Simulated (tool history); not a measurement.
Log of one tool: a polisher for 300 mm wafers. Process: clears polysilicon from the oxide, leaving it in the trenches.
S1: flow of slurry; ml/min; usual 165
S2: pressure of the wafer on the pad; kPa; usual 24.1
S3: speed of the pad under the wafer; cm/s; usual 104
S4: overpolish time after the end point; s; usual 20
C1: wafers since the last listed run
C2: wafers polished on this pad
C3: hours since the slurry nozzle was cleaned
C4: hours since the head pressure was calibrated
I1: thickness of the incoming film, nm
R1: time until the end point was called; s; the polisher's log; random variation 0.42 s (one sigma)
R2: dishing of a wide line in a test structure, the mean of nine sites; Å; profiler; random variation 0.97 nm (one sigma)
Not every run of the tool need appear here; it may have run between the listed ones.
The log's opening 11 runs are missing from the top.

Run 12, hour 142.0: usual settings but S3 126 cm/s; C1 166; C2 398; C3 395.8; C4 1038.2; I1 762.6. Result: R1 35.1 s, R2 687 Å.
Run 13, hour 149.5: usual settings; C1 88; C2 486; C3 403.3; C4 1045.7; I1 759.7. Result: R1 41.0 s, R2 671 Å.
Run 14, hour 161.4: usual settings; C1 140; C2 626; C3 415.2; C4 1057.6; I1 756.9. Result: R1 41.3 s, R2 677 Å.
Run 15, hour 177.6: usual settings; C1 191; C2 818; C3 431.4; C4 1073.8; I1 761.8. Result: R1 42.1 s, R2 685 Å.
Run 16, hour 191.9: usual settings but S2 16.5 kPa, S3 70 cm/s; C1 168; C2 986; C3 445.7; C4 1088.1; I1 759.1. Result: R1 82.6 s, R2 624 Å.
At hour 199.0: worn pad replaced by a new one.
Run 17, hour 201.1: usual settings but S3 128 cm/s; C1 61; C2 25; C3 454.9; C4 1097.3; I1 774.2. Result: R1 34.9 s, R2 680 Å.
At hour 212.8: slurry nozzle cleaned.
Run 18, hour 216.2: usual settings but S2 16.5 kPa; C1 166; C2 191; C3 3.4; C4 1112.4; I1 760.2. Result: R1 55.7 s, R2 672 Å.
Run 19, hour 225.8: usual settings but S4 13 s; C1 113; C2 304; C3 13.0; C4 1122.0; I1 760.6. Result: R1 39.6 s, R2 667 Å.
Run 20, hour 232.2: usual settings but S1 140 ml/min, S4 8 s; C1 75; C2 380; C3 19.4; C4 1128.4; I1 751.2. Result: R1 39.4 s, R2 628 Å.
Run 21, hour 246.5: usual settings; C1 168; C2 549; C3 33.7; C4 1142.7; I1 749.8. Result: R1 39.3 s, R2 675 Å.
Run 22, hour 264.5: usual settings but S1 115 ml/min, S2 30.3 kPa, S4 28 s; C1 212; C2 761; C3 51.7; C4 1160.7; I1 769.9. Result: R1 33.8 s, R2 668 Å.
At hour 283.9: worn pad replaced by a new one.
Run 23, hour 284.4: usual settings; C1 187; C2 5; C3 71.6; C4 1180.6; I1 768.1. Result: R1 39.1 s, R2 680 Å.

Expected results for the next run?
Run 24, hour 293.3: usual settings but S1 115 ml/min; C1 105; C2 110; C3 80.5; C4 1189.5; I1 761.9. Result: R1 ?, R2 ?.

R1: 40.7 s
R2: 691 Å
Minus the tool's unlogged condition, the same run would have read R1 39.7 s, R2 691 Å.
